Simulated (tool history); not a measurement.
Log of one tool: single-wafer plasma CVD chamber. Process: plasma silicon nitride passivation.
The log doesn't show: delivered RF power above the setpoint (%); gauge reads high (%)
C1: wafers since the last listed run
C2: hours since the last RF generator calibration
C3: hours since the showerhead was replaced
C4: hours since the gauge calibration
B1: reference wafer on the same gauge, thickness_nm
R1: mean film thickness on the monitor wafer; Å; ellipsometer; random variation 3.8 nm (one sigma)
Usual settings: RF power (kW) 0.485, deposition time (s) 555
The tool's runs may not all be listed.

{"run": 1, "hour": 0.0, "RF power (kW)": 0.485, "deposition time (s)": 555, "C1": 0, "C2": 13.5, "C3": 2099.8, "C4": 1797.1, "B1": 700.591, "R1": 8626.94}
{"run": 2, "hour": 70.4, "RF power (kW)": 0.485, "deposition time (s)": 555, "C1": 297, "C2": 83.9, "C3": 2170.2, "C4": 1867.5, "B1": 703.885, "R1": 8667.15}
{"run": 3, "hour": 107.7, "RF power (kW)": 0.485, "deposition time (s)": 555, "C1": 157, "C2": 121.2, "C3": 2207.5, "C4": 1904.8, "B1": 700.855, "R1": 8672.83}
{"run": 4, "hour": 214.7, "RF power (kW)": 0.485, "deposition time (s)": 555, "C1": 452, "C2": 228.2, "C3": 2314.5, "C4": 2011.8, "B1": 705.681, "R1": 8692.79}
{"run": 5, "hour": 303.4, "RF power (kW)": 0.485, "deposition time (s)": 555, "C1": 374, "C2": 316.9, "C3": 2403.2, "C4": 2100.5, "B1": 704.859, "R1": 8718.23}
{"run": 6, "hour": 376.0, "RF power (kW)": 0.485, "deposition time (s)": 555, "C1": 306, "C2": 389.5, "C3": 2475.8, "C4": 2173.1, "B1": 708.564, "R1": 8704.19}
{"run": 7, "hour": 440.4, "RF power (kW)": 0.485, "deposition time (s)": 555, "C1": 272, "C2": 453.9, "C3": 2540.2, "C4": 2237.5, "B1": 707.762, "R1": 8789.19}
{"run": 8, "hour": 477.8, "RF power (kW)": 0.485, "deposition time (s)": 555, "C1": 158, "C2": 491.3, "C3": 2577.6, "C4": 2274.9, "B1": 709.486, "R1": 8753.64}
{"run": 9, "hour": 566.1, "RF power (kW)": 0.485, "deposition time (s)": 555, "C1": 373, "C2": 579.6, "C3": 2665.9, "C4": 2363.2, "B1": 713.557, "R1": 8851.83}
{"run": 10, "hour": 618.2, "RF power (kW)": 0.485, "deposition time (s)": 555, "C1": 220, "C2": 631.7, "C3": 2718.0, "C4": 2415.3, "B1": 713.124, "R1": 8724.89}
{"run": 11, "hour": 718.0, "RF power (kW)": 0.485, "deposition time (s)": 555, "C1": 421, "C2": 731.5, "C3": 2817.8, "C4": 2515.1, "B1": 716.412, "R1": 8797.44}
{"hour": 801.2, "done": "RF generator calibrated"}
{"run": 12, "hour": 804.4, "RF power (kW)": 0.485, "deposition time (s)": 555, "C1": 331, "C2": 3.2, "C3": 2904.2, "C4": 2601.5, "B1": 716.839, "R1": 8871.83}
{"run": 13, "hour": 869.7, "RF power (kW)": 0.53, "deposition time (s)": 555, "C1": 275, "C2": 68.5, "C3": 2969.5, "C4": 2666.8, "B1": 720.695, "R1": 9140.68}
{"run": 14, "hour": 971.5, "RF power (kW)": 0.485, "deposition time (s)": 555, "C1": 430, "C2": 170.3, "C3": 3071.3, "C4": 2768.6, "B1": 721.965, "R1": 8869.5}
{"hour": 1012.0, "done": "gauge calibrated"}
{"run": 15, "hour": 1060.1, "RF power (kW)": 0.44, "deposition time (s)": 468, "C1": 374, "C2": 258.9, "C3": 3159.9, "C4": 48.1, "B1": 680.884, "R1": 6914.7}
{"run": 16, "hour": 1293.2, "RF power (kW)": 0.485, "deposition time (s)": 555, "C1": 984, "C2": 492.0, "C3": 3393.0, "C4": 281.2, "B1": 681.795, "R1": 8386.87}
{"run": 17, "hour": 1331.1, "RF power (kW)": 0.485, "deposition time (s)": 606, "C1": 160, "C2": 529.9, "C3": 3430.9, "C4": 319.1, "B1": 680.938, "R1": 9154.08}
{"run": 18, "hour": 1370.8, "RF power (kW)": 0.58, "deposition time (s)": 585, "C1": 167, "C2": 569.6, "C3": 3470.6, "C4": 358.8, "B1": 679.825, "R1": 9431.96}
{"hour": 1387.0, "done": "showerhead replaced"}
{"run": 19, "hour": 1456.3, "RF power (kW)": 0.485, "deposition time (s)": 555, "C1": 327, "C2": 655.1, "C3": 69.3, "C4": 444.3, "B1": 683.396, "R1": 8384.81}
{"run": 20, "hour": 1555.0, "RF power (kW)": 0.58, "deposition time (s)": 629, "C1": 417, "C2": 753.8, "C3": 168.0, "C4": 543.0, "B1": 682.804, "R1": 10047.41}

Run 21 comes next. What will it give?
{"hour": 1637.9, "done": "RF generator calibrated"}
{"run": 21, "hour": 1746.2, "RF power (kW)": 0.425, "deposition time (s)": 636, "C1": 774, "C2": 108.3, "C3": 359.2, "C4": 734.2, "B1": "?", "R1": "?"}

B1: 683.038
R1: 9297.86 Å
Without the tool's hidden state the same run would have given R1 9300.78 Å.
